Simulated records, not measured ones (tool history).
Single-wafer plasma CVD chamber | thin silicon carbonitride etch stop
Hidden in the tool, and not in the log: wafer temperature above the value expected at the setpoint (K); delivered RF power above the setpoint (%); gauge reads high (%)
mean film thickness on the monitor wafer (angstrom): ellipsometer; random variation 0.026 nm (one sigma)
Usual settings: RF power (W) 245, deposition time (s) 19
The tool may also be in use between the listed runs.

run     day  RF power (W)  deposition time (s)  wafers since the last listed run  hours since the last thermocouple change  hours since the last RF generator calibration  hours since the showerhead was replaced  hours since the gauge calibration  read-back reference wafer on the same gauge, thickness_nm  mean film thickness on the monitor wafer (angstrom)
  1       0           245                   19                                 0                                    1099.7                                         1684.3                                   7467.7                              287.1                                                     12.196                                               106.09
  2   1.733           245                   19                              1592                                    1141.3                                         1725.9                                   7509.3                              328.7                                                     12.194                                               105.93
  3   4.442           245                   19                              2487                                    1206.3                                         1790.9                                   7574.3                              393.7                                                     12.199                                               105.84
  4   6.642           245                 17.5                              2020                                    1259.1                                         1843.7                                   7627.1                              446.5                                                     12.202                                                97.48
  5   9.346           225                 16.1                              2483                                      1324                                         1908.6                                     7692                              511.4                                                     12.202                                                87.16
  6  10.842           225                 16.1                              1373                                    1359.9                                         1944.5                                   7727.9                              547.3                                                     12.201                                                86.89
  7  13.396           245                   19                              2346                                    1421.2                                         2005.8                                   7789.2                              608.6                                                       12.2                                               105.32
  8  16.208           245                   19                              2583                                    1488.7                                         2073.3                                   7856.7                              676.1                                                     12.201                                               105.73
     17.504  -- thermocouple changed; heater temperature recalibrated
  9  17.738           245                   19                              1098                                       5.6                                           2110                                   7893.4                              712.8                                                     12.199                                               104.79
 10  20.338           220                   19                              2388                                        68                                         2172.4                                   7955.8                              775.2                                                     12.203                                               101.14
 11  22.417           245                   19                              1909                                     117.9                                         2222.3                                   8005.7                              825.1                                                     12.202                                               104.64
     22.788  -- RF generator calibrated
 12  23.975           215                   19                              1125                                     155.3                                           28.5                                   8043.1                              862.5                                                     12.196                                                98.78
 13  26.879           285                 22.1                              2667                                       225                                           98.2                                   8112.8                              932.2                                                       12.2                                               126.25
       28.4  -- RF generator calibrated, repeated, since the last time left the tool worse
 14  28.821           285                 22.5                              1477                                     271.6                                           10.1                                   8159.4                              978.8                                                       12.2                                               132.88
 15   30.95           215                 16.7                              1955                                     322.7                                           61.2                                   8210.5                             1029.9                                                     12.199                                                89.73
 16  33.258           245                 22.4                              2120                                     378.1                                          116.6                                   8265.9                             1085.3                                                     12.199                                               126.34
     34.912  -- showerhead replaced
     34.962  -- gauge calibrated
 17  35.054           200                 20.6                              1343                                     421.2                                          159.7                                      3.4                                2.2                                                     12.202                                                  109
 18  36.462           280                 16.3                              1293                                       455                                          193.5                                     37.2                                 36                                                     12.197                                                95.58
 19  38.317           220                 17.5                              1703                                     499.5                                            238                                     81.7                               80.5                                                     12.204                                                95.72
 20  40.617           245                   19                              2112                                     554.7                                          293.2                                    136.9                              135.7                                                     12.203                                               107.18
 21   42.85           265                 21.3                              2051                                     608.3                                          346.8                                    190.5                              189.3                                                     12.201                                               123.12

The next listed run, before its measurement:
 22  44.296           225                 16.1                              1328                                       643                                          381.5                                    225.2                                224                                                          ?                                                    ?

{"run 22": {"read-back reference wafer on the same gauge, thickness_nm": 12.201, "mean film thickness on the monitor wafer (angstrom)": 87.89}}
Without the tool's hidden state the same run would have given mean film thickness on the monitor wafer (angstrom) 88.13.
